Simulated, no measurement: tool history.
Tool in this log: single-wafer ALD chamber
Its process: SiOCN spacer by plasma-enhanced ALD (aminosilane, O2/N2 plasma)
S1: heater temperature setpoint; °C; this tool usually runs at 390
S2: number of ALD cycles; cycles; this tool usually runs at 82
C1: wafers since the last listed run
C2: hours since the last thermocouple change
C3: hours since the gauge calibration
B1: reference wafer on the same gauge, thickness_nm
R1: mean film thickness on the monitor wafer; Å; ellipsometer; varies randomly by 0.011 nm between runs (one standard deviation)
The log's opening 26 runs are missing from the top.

At hour 2509.1: thermocouple changed; heater temperature recalibrated.
Run 27, hour 2546.5: usual settings but S1 385 °C, S2 74 cycles; C1 242; C2 37.4; C3 246.6; B1 4.797. Result: R1 40.75 Å.
Run 28, hour 2675.5: usual settings but S1 403 °C, S2 98 cycles; C1 588; C2 166.4; C3 375.6; B1 4.799. Result: R1 53.86 Å.
Run 29, hour 2771.3: usual settings but S1 382 °C, S2 72 cycles; C1 436; C2 262.2; C3 471.4; B1 4.803. Result: R1 39.79 Å.
Run 30, hour 2837.7: usual settings but S1 403 °C, S2 68 cycles; C1 302; C2 328.6; C3 537.8; B1 4.798. Result: R1 37.49 Å.
Run 31, hour 2911.3: usual settings but S1 386 °C, S2 71 cycles; C1 335; C2 402.2; C3 611.4; B1 4.795. Result: R1 39.22 Å.
Run 32, hour 2975.4: usual settings but S1 395 °C, S2 72 cycles; C1 292; C2 466.3; C3 675.5; B1 4.800. Result: R1 39.91 Å.
Run 33, hour 3045.7: usual settings but S1 394 °C; C1 320; C2 536.6; C3 745.8; B1 4.795. Result: R1 45.31 Å.
Run 34, hour 3086.4: usual settings; C1 185; C2 577.3; C3 786.5; B1 4.796. Result: R1 45.31 Å.
Run 35, hour 3135.4: usual settings but S1 397 °C, S2 88 cycles; C1 223; C2 626.3; C3 835.5; B1 4.799. Result: R1 48.75 Å.

Alternative continuations, all from the tool just after run 35; predict every row:
Run A, hour 3136.0: usual settings but S2 77 cycles; C1 2; C2 626.9; C3 836.1; B1 ?. Result: R1 ?.
Run B, hour 3136.0: usual settings but S1 376 °C, S2 87 cycles; C1 2; C2 626.9; C3 836.1; B1 ?. Result: R1 ?.
Run C, hour 3136.0: usual settings but S1 376 °C; C1 2; C2 626.9; C3 836.1; B1 ?. Result: R1 ?.

run     B1     R1
  A  4.801  42.47
  B  4.801  47.98
  C  4.801  45.22
Take away the tool's hidden state, keep each run's random variation, and the runs would have read:
run     R1
  A  42.47
  B  47.98
  C  45.22
